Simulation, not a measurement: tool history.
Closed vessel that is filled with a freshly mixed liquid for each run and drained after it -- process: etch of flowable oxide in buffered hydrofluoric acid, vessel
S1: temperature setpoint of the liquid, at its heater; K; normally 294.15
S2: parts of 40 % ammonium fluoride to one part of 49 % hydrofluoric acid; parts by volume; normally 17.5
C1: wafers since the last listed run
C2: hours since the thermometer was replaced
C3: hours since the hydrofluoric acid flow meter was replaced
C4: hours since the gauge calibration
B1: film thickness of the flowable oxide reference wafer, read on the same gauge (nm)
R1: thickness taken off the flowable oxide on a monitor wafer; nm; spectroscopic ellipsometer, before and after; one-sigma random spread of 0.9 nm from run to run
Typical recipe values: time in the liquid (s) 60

Run 1, hour 0: usual settings but time in the liquid (s) 80; C1 0; C2 550.3; C3 1534.8; C4 44.1; B1 70. Result: R1 147.65 nm.
Run 2, hour 8.5: usual settings; C1 796; C2 558.8; C3 1543.3; C4 52.6; B1 70. Result: R1 109.8 nm.
Run 3, hour 25.5: usual settings; C1 1593; C2 575.8; C3 1560.3; C4 69.6; B1 70. Result: R1 109.51 nm.
Run 4, hour 32.2: usual settings; C1 628; C2 582.5; C3 1567; C4 76.3; B1 69.99. Result: R1 110.67 nm.
Run 5, hour 50.1: usual settings but S1 296.15 K, time in the liquid (s) 35; C1 1677; C2 600.4; C3 1584.9; C4 94.2; B1 70. Result: R1 71.59 nm.
Run 6, hour 62.7: usual settings but S2 19.5 parts by volume; C1 1181; C2 613; C3 1597.5; C4 106.8; B1 70. Result: R1 100.58 nm.
Run 7, hour 73.6: usual settings but S2 19.5 parts by volume; C1 1021; C2 623.9; C3 1608.4; C4 117.7; B1 70. Result: R1 99.15 nm.
Run 8, hour 89.4: usual settings but S1 298.15 K, time in the liquid (s) 35; C1 1480; C2 639.7; C3 1624.2; C4 133.5; B1 70. Result: R1 80.28 nm.
Run 9, hour 96.1: usual settings; C1 628; C2 646.4; C3 1630.9; C4 140.2; B1 70.02. Result: R1 112 nm.
Run 10, hour 105.4: usual settings; C1 871; C2 655.7; C3 1640.2; C4 149.5; B1 70. Result: R1 109.37 nm.
At hour 106.2: gauge calibrated.
Run 11, hour 118.2: usual settings but S1 290.65 K, S2 20.5 parts by volume; C1 1199; C2 668.5; C3 1653; C4 12; B1 70.01. Result: R1 78.34 nm.
At hour 153: hydrofluoric acid flow meter replaced.
Run 12, hour 161.3: usual settings but time in the liquid (s) 75; C1 3946; C2 711.6; C3 8.3; C4 55.1; B1 70. Result: R1 138.41 nm.
Run 13, hour 170.3: usual settings but time in the liquid (s) 80; C1 843; C2 720.6; C3 17.3; C4 64.1; B1 70. Result: R1 147.58 nm.
Run 14, hour 180.8: usual settings but S2 20.5 parts by volume, time in the liquid (s) 90; C1 984; C2 731.1; C3 27.8; C4 74.6; B1 69.98. Result: R1 143.29 nm.
Run 15, hour 187.8: usual settings but S1 297.15 K, S2 14 parts by volume; C1 656; C2 738.1; C3 34.8; C4 81.6; B1 70.01. Result: R1 159.69 nm.
Run 16, hour 198.3: usual settings but time in the liquid (s) 70; C1 984; C2 748.6; C3 45.3; C4 92.1; B1 69.99. Result: R1 128.81 nm.
At hour 201.8: thermometer replaced.
Run 17, hour 208.1: usual settings but S2 11 parts by volume; C1 824; C2 6.3; C3 55.1; C4 101.9; B1 70. Result: R1 174.62 nm.
Run 18, hour 223.2: usual settings but time in the liquid (s) 45; C1 1415; C2 21.4; C3 70.2; C4 117; B1 69.99. Result: R1 82.19 nm.
Run 19, hour 254: usual settings but time in the liquid (s) 35; C1 2886; C2 52.2; C3 101; C4 147.8; B1 70.01. Result: R1 64.78 nm.

What if the next run were any one of these 3? Each begins from the tool's condition after run 19:
Run A, hour 254.7: usual settings but S2 23.5 parts by volume; C1 65; C2 52.9; C3 101.7; C4 148.5; B1 ?. Result: R1 ?.
Run B, hour 254.7: usual settings but S1 295.65 K; C1 65; C2 52.9; C3 101.7; C4 148.5; B1 ?. Result: R1 ?.
Run C, hour 254.7: usual settings but S1 295.65 K, S2 14 parts by volume; C1 65; C2 52.9; C3 101.7; C4 148.5; B1 ?. Result: R1 ?.

run     B1      R1
  A  69.98   87.11
  B  69.98  120.71
  C  69.98  150.35
Without the tool's hidden state the same runs would have given:
run      R1
  A   87.11
  B  120.71
  C  150.35
